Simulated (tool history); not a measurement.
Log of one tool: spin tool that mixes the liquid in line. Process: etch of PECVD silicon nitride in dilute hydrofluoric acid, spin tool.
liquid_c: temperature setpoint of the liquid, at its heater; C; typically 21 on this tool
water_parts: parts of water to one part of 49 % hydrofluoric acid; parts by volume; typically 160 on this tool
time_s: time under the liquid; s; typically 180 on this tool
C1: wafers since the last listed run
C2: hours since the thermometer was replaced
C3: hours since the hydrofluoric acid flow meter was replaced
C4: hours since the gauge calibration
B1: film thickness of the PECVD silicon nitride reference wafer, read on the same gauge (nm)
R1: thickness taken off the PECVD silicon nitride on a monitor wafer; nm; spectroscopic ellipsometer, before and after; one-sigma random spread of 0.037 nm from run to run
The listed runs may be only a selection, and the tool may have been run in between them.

run 1 day=0 | liquid_c=17.5 water_parts=160 time_s=180 | C1=0 C2=957.5 C3=506.1 C4=221.5 | B1=150 | R1=3.924
run 2 day=0.8 | liquid_c=17.5 water_parts=160 time_s=180 | C1=139 C2=976.7 C3=525.3 C4=240.7 | B1=149.965 | R1=3.823
run 3 day=1.567 | liquid_c=21 water_parts=160 time_s=180 | C1=133 C2=995.1 C3=543.7 C4=259.1 | B1=149.998 | R1=4.88
run 4 day=2.25 | liquid_c=21 water_parts=160 time_s=180 | C1=119 C2=1011.5 C3=560.1 C4=275.5 | B1=149.986 | R1=4.918
run 5 day=3.25 | liquid_c=21 water_parts=160 time_s=180 | C1=174 C2=1035.5 C3=584.1 C4=299.5 | B1=149.994 | R1=4.918
run 6 day=4.054 | liquid_c=21 water_parts=160 time_s=180 | C1=140 C2=1054.8 C3=603.4 C4=318.8 | B1=150.004 | R1=4.971
-- day=4.346 gauge calibrated
run 7 day=4.625 | liquid_c=21 water_parts=160 time_s=180 | C1=99 C2=1068.5 C3=617.1 C4=6.7 | B1=150.015 | R1=5.023
run 8 day=6.083 | liquid_c=21 water_parts=160 time_s=180 | C1=254 C2=1103.5 C3=652.1 C4=41.7 | B1=149.971 | R1=5.008
run 9 day=7.004 | liquid_c=19.5 water_parts=160 time_s=120 | C1=160 C2=1125.6 C3=674.2 C4=63.8 | B1=149.981 | R1=3.062
run 10 day=8.058 | liquid_c=21 water_parts=160 time_s=285 | C1=184 C2=1150.9 C3=699.5 C4=89.1 | B1=149.952 | R1=7.852

Run 11 is up next; what results do you expect?
-- day=8.867 thermometer replaced
run 11 day=12.454 | liquid_c=26 water_parts=115 time_s=180 | C1=761 C2=86.1 C3=805 C4=194.6 | B1=? | R1=?

Run 11 yielded B1 150.01, R1 8.648 nm.
Minus the tool's unlogged condition, the same run would have read R1 7.538 nm.

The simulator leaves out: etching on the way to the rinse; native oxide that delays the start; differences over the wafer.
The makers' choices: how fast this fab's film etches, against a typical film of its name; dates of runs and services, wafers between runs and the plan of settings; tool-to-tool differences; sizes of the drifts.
